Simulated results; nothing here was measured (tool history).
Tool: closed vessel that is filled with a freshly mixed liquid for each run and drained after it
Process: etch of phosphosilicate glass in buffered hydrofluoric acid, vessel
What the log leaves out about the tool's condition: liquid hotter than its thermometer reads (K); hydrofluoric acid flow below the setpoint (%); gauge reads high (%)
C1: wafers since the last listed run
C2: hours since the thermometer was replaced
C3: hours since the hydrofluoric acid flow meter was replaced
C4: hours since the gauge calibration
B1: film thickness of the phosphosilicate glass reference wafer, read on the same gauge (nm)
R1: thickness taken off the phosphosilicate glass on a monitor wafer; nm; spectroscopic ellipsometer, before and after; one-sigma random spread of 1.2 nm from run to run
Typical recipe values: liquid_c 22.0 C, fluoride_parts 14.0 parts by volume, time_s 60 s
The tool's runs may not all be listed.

Run 1, day 0.000: usual settings but liquid_c 21.0 C, fluoride_parts 15.5 parts by volume; C1 0; C2 746.6; C3 511.4; C4 783.7; B1 89.98. Result: R1 135.54 nm.
Run 2, day 2.112: usual settings but liquid_c 21.0 C, fluoride_parts 15.5 parts by volume; C1 3751; C2 797.3; C3 562.1; C4 834.4; B1 90.00. Result: R1 137.05 nm.
Run 3, day 4.679: usual settings but liquid_c 21.0 C, fluoride_parts 15.5 parts by volume; C1 4557; C2 858.9; C3 623.7; C4 896.0; B1 90.03. Result: R1 134.53 nm.
Run 4, day 8.700: usual settings but liquid_c 18.5 C, fluoride_parts 12.0 parts by volume; C1 7139; C2 955.4; C3 720.2; C4 992.5; B1 90.00. Result: R1 150.17 nm.
Run 5, day 10.546: usual settings; C1 3277; C2 999.7; C3 764.5; C4 1036.8; B1 90.01. Result: R1 154.58 nm.
Run 6, day 14.517: usual settings; C1 7050; C2 1095.0; C3 859.8; C4 1132.1; B1 90.02. Result: R1 155.32 nm.
Run 7, day 16.788: usual settings; C1 4032; C2 1149.5; C3 914.3; C4 1186.6; B1 90.01. Result: R1 153.96 nm.
Run 8, day 19.950: usual settings but time_s 40 s; C1 5615; C2 1225.4; C3 990.2; C4 1262.5; B1 90.03. Result: R1 102.89 nm.
Run 9, day 23.867: usual settings; C1 6954; C2 1319.4; C3 1084.2; C4 1356.5; B1 89.99. Result: R1 154.22 nm.
Run 10, day 27.504: usual settings but fluoride_parts 8.5 parts by volume, time_s 85 s; C1 6459; C2 1406.7; C3 1171.5; C4 1443.8; B1 90.01. Result: R1 338.60 nm.
At day 27.658: gauge calibrated.
Run 11, day 30.325: usual settings but time_s 50 s; C1 5008; C2 1474.4; C3 1239.2; C4 64.0; B1 90.00. Result: R1 128.32 nm.
At day 31.154: thermometer replaced.
Run 12, day 34.300: usual settings but liquid_c 26.5 C, fluoride_parts 12.0 parts by volume, time_s 95 s; C1 6984; C2 75.5; C3 1334.6; C4 159.4; B1 90.02. Result: R1 358.21 nm.
Run 13, day 37.262: usual settings but liquid_c 26.0 C, fluoride_parts 16.0 parts by volume; C1 5260; C2 146.6; C3 1405.7; C4 230.5; B1 89.98. Result: R1 163.53 nm.
At day 37.342: hydrofluoric acid flow meter replaced.
Run 14, day 40.708: usual settings but liquid_c 21.0 C, fluoride_parts 15.5 parts by volume; C1 6044; C2 229.3; C3 80.8; C4 313.2; B1 90.01. Result: R1 120.05 nm.
Run 15, day 45.012: usual settings but liquid_c 25.0 C, fluoride_parts 11.5 parts by volume, time_s 80 s; C1 7642; C2 332.6; C3 184.1; C4 416.5; B1 89.99. Result: R1 266.31 nm.
Run 16, day 46.546: usual settings but liquid_c 24.0 C; C1 2722; C2 369.4; C3 220.9; C4 453.3; B1 90.01. Result: R1 152.49 nm.
At day 47.508: hydrofluoric acid flow meter replaced, repeated, since the last time left the tool worse.
Run 17, day 50.888: usual settings but liquid_c 20.0 C; C1 7635; C2 473.6; C3 81.1; C4 557.5; B1 90.02. Result: R1 145.67 nm.
Run 18, day 54.429: usual settings; C1 6288; C2 558.6; C3 166.1; C4 642.5; B1 89.99. Result: R1 159.89 nm.

Consider 5 possible next runs. They are alternatives, not a sequence: every one starts from the tool as it was left by run 18. What does each give?
Run A, day 54.458: usual settings; C1 51; C2 559.3; C3 166.8; C4 643.2; B1 ?. Result: R1 ?.
Run B, day 54.458: usual settings but fluoride_parts 12.5 parts by volume, time_s 30 s; C1 51; C2 559.3; C3 166.8; C4 643.2; B1 ?. Result: R1 ?.
Run C, day 54.458: usual settings but liquid_c 26.5 C, time_s 80 s; C1 51; C2 559.3; C3 166.8; C4 643.2; B1 ?. Result: R1 ?.
Run D, day 54.458: usual settings but time_s 30 s; C1 51; C2 559.3; C3 166.8; C4 643.2; B1 ?. Result: R1 ?.
Run E, day 54.458: usual settings but liquid_c 18.0 C, fluoride_parts 12.5 parts by volume, time_s 40 s; C1 51; C2 559.3; C3 166.8; C4 643.2; B1 ?. Result: R1 ?.

run     B1      R1
  A  89.99  160.49
  B  89.99   89.68
  C  89.99  273.49
  D  89.99   80.25
  E  89.99   95.56
What these runs would have given with no unlogged condition in the tool:
run      R1
  A  163.02
  B   91.09
  C  277.80
  D   81.51
  E   97.07
